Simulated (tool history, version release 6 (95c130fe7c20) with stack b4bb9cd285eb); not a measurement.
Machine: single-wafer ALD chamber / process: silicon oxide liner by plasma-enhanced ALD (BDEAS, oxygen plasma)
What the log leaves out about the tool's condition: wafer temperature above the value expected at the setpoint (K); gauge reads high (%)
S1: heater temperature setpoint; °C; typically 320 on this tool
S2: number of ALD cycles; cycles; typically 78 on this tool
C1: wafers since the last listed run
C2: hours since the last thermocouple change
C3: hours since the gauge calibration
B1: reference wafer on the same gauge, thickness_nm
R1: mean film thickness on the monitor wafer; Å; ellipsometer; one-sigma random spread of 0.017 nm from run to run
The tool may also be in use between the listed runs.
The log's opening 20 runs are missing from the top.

| run | day | S1 | S2 | C1 | C2 | C3 | B1 | R1 |
|---|---|---|---|---|---|---|---|---|
| 21 | 10.571 | 314 | 93 | 82 | 35.4 | 382 | 6.849 | 80.41 |
|  | 10.808 | gauge calibrated |
| 22 | 11.142 | 320 | 78 | 81 | 49.1 | 8 | 6.852 | 66.75 |
| 23 | 11.654 | 330 | 78 | 72 | 61.4 | 20.3 | 6.846 | 65.86 |
| 24 | 11.979 | 324 | 78 | 46 | 69.2 | 28.1 | 6.843 | 66.5 |
| 25 | 12.571 | 315 | 73 | 83 | 83.4 | 42.3 | 6.847 | 62.79 |
| 26 | 13.046 | 327 | 63 | 67 | 94.8 | 53.7 | 6.85 | 53.44 |
| 27 | 13.546 | 305 | 78 | 70 | 106.8 | 65.7 | 6.852 | 68.05 |
| 28 | 13.829 | 320 | 78 | 40 | 113.6 | 72.5 | 6.846 | 66.86 |
| 29 | 14.483 | 309 | 63 | 92 | 129.3 | 88.2 | 6.855 | 54.62 |
| 30 | 15.05 | 320 | 73 | 80 | 142.9 | 101.8 | 6.853 | 62.43 |
| 31 | 15.412 | 320 | 78 | 51 | 151.6 | 110.5 | 6.857 | 66.71 |
| 32 | 15.692 | 329 | 93 | 39 | 158.3 | 117.2 | 6.846 | 78.63 |

Predict each of these 5 candidate next runs independently; none follows another, all start after run 32:
| A | 15.712 | 320 | 78 | 2 | 158.8 | 117.7 | ? | ? |
| B | 15.712 | 307 | 88 | 2 | 158.8 | 117.7 | ? | ? |
| C | 15.712 | 324 | 67 | 2 | 158.8 | 117.7 | ? | ? |
| D | 15.712 | 316 | 85 | 2 | 158.8 | 117.7 | ? | ? |
| E | 15.712 | 325 | 70 | 2 | 158.8 | 117.7 | ? | ? |

| run | B1 | R1 |
|---|---|---|
| A | 6.844 | 66.76 |
| B | 6.844 | 76.76 |
| C | 6.844 | 57.01 |
| D | 6.844 | 73.18 |
| E | 6.844 | 59.48 |
Take away the tool's hidden state, keep each run's random variation, and the runs would have read:
| run | R1 |
|---|---|
| A | 66.76 |
| B | 76.76 |
| C | 57.01 |
| D | 73.18 |
| E | 59.48 |
